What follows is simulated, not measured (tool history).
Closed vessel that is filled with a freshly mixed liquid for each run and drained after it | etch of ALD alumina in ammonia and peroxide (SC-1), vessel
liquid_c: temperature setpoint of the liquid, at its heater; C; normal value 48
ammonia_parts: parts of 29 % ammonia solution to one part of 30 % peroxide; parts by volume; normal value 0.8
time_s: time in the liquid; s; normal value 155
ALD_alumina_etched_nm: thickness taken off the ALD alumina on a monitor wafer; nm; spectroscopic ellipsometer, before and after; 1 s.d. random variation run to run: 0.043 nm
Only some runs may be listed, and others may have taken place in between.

run	hour	liquid_c	ammonia_parts	time_s	read-back film thickness of the ALD alumina reference wafer, read on the same gauge (nm)	ALD_alumina_etched_nm
1	0	44.5	0.6	155	29.98	4.59
# hour 13: new drum of ammonia solution connected
2	93.9	44.5	0.6	155	30.01	4.6
3	174.1	44.5	0.6	155	30.01	4.61
4	227	48	0.8	155	30	5.76
5	307.3	48	0.8	155	29.98	5.72
# hour 339.6: new drum of ammonia solution connected
6	357.1	48	0.8	155	29.98	5.83
7	409.8	48	0.8	155	29.97	5.75
8	511.4	48	0.8	155	29.97	5.65
# hour 538.2: gauge calibrated
9	579.2	48	0.8	130	30.01	4.79
# hour 654.4: new drum of ammonia solution connected
# hour 662.5: thermometer replaced
10	687.1	48	0.9	155	29.99	5.99
# hour 701: ammonia flow meter replaced
11	938.6	48	0.8	230	30	8.84
# hour 964.9: new drum of ammonia solution connected
12	982.1	48	0.8	250	30.02	9.61
13	1027.5	40	0.4	80	29.97	1.8
14	1080.3	48	0.45	230	30.02	8.25
15	1119.7	48	0.8	155	30.01	5.84
16	1204.5	48	0.65	115	29.96	4.29
# hour 1285.5: new drum of ammonia solution connected
17	1291.4	48	0.65	115	30.01	4.28
18	1390.6	56	0.7	155	29.99	8.88
19	1483.8	48	0.45	155	30.01	5.49

4 ways to go on from here, each from the tool as it stands after run 19. What would each give?
A	1484.5	56	0.8	155	?	?
B	1484.5	43	1	155	?	?
C	1484.5	48	0.8	100	?	?
D	1484.5	57	0.8	80	?	?

run	read-back film thickness of the ALD alumina reference wafer, read on the same gauge (nm)	ALD_alumina_etched_nm
A	29.99	8.97
B	29.99	4.46
C	29.99	3.74
D	29.99	4.88
Had the tool no hidden state, the same runs would have come out as:
run	ALD_alumina_etched_nm
A	9.18
B	4.57
C	3.84
D	4.99
